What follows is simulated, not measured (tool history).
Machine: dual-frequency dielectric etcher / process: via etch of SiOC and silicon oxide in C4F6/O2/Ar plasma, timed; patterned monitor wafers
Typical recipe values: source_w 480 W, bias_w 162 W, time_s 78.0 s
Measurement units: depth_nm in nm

run	day	source_w	bias_w	time_s	wafers since the last listed run	hours since the last wet clean	hours since the last source power generator calibration	hours since the last bias power generator calibration	hours since the last upper electrode change	hours since the gauge calibration	read-back reference wafer on the same gauge, depth_nm	depth_nm
1	0.000	480	162	78.0	0	411.7	2344.5	2405.1	1733.7	859.7	84.0	84.4
2	1.946	480	162	78.0	306	458.4	2391.2	2451.8	1780.4	906.4	84.0	82.7
3	5.071	480	162	78.0	492	533.4	2466.2	2526.8	1855.4	981.4	84.0	83.2
# day 7.338: wet clean of the chamber
4	9.433	480	162	78.0	530	50.3	2570.9	2631.5	1960.1	1086.1	83.9	86.7
5	12.529	480	162	78.0	488	124.6	2645.2	2705.8	2034.4	1160.4	84.0	85.6
6	14.462	480	162	78.0	304	171.0	2691.6	2752.2	2080.8	1206.8	83.9	85.7
7	18.133	480	162	95.0	578	259.1	2779.7	2840.3	2168.9	1294.9	84.0	102.9
8	20.704	480	162	95.0	405	320.8	2841.4	2902.0	2230.6	1356.6	83.9	102.4
9	22.779	480	162	78.0	327	370.6	2891.2	2951.8	2280.4	1406.4	84.0	84.3
10	26.396	480	162	78.0	570	457.4	2978.0	3038.6	2367.2	1493.2	84.1	82.7
# day 28.454: wet clean of the chamber
# day 28.629: source power generator calibrated
11	29.933	380	146	71.5	373	35.5	31.3	3123.5	2452.1	1578.1	83.9	70.9
12	33.662	480	197	78.0	588	125.0	120.8	3213.0	2541.6	1667.6	84.0	93.3
13	37.038	360	140	91.0	532	206.0	201.8	3294.0	2622.6	1748.6	84.0	86.0
14	39.362	480	195	78.0	366	261.8	257.6	3349.8	2678.4	1804.4	84.0	91.7
15	41.325	480	123	92.5	309	308.9	304.7	3396.9	2725.5	1851.5	84.0	91.8
16	43.408	480	162	78.0	328	358.9	354.7	3446.9	2775.5	1901.5	84.0	84.5
17	45.821	360	129	89.0	380	416.8	412.6	3504.8	2833.4	1959.4	84.0	79.9
# day 48.125: bias power generator calibrated
18	50.242	520	143	96.0	670	522.9	518.7	50.8	2939.5	2065.5	84.1	101.5
# day 51.358: wet clean of the chamber
19	52.288	400	188	55.0	164	22.3	567.8	99.9	2988.6	2114.6	83.9	60.4
20	55.600	550	191	55.0	522	101.8	647.3	179.4	3068.1	2194.1	83.9	67.1
# day 58.292: upper electrode replaced
21	58.312	580	162	59.5	270	166.9	712.4	244.5	0.5	2259.2	84.1	70.0
22	61.404	550	162	65.5	487	241.1	786.6	318.7	74.7	2333.4	84.0	74.5
# day 62.596: gauge calibrated
23	63.992	480	162	78.0	407	303.2	848.7	380.8	136.8	33.5	84.0	85.1
24	65.683	410	162	78.0	266	343.8	889.3	421.4	177.4	74.1	84.0	80.1
# day 73.658: wet clean of the chamber
25	77.462	480	162	78.0	1699	91.3	1172.0	704.1	460.1	356.8	84.0	86.6
26	79.979	440	162	86.5	396	151.7	1232.4	764.5	520.5	417.2	84.0	92.4
27	81.962	510	162	78.0	312	199.3	1280.0	812.1	568.1	464.8	84.0	86.8
28	84.979	480	162	78.0	475	271.7	1352.4	884.5	640.5	537.2	84.0	85.1
29	87.221	480	192	98.5	353	325.5	1406.2	938.3	694.3	591.0	84.1	113.2
30	90.633	570	192	93.5	538	407.4	1488.1	1020.2	776.2	672.9	84.1	113.1

Consider 3 possible next runs. They are alternatives, not a sequence: every one starts from the tool as it was left by run 30. What does each give?
A	90.650	480	162	78.0	2	407.8	1488.5	1020.6	776.6	673.3	?	?
B	90.650	480	146	101.0	2	407.8	1488.5	1020.6	776.6	673.3	?	?
C	90.650	560	162	78.0	2	407.8	1488.5	1020.6	776.6	673.3	?	?

run	read-back reference wafer on the same gauge, depth_nm	depth_nm
A	84.0	83.2
B	84.0	104.0
C	84.0	87.9
Without the tool's unlogged condition, the same runs would have read:
run	depth_nm
A	86.1
B	107.6
C	90.9
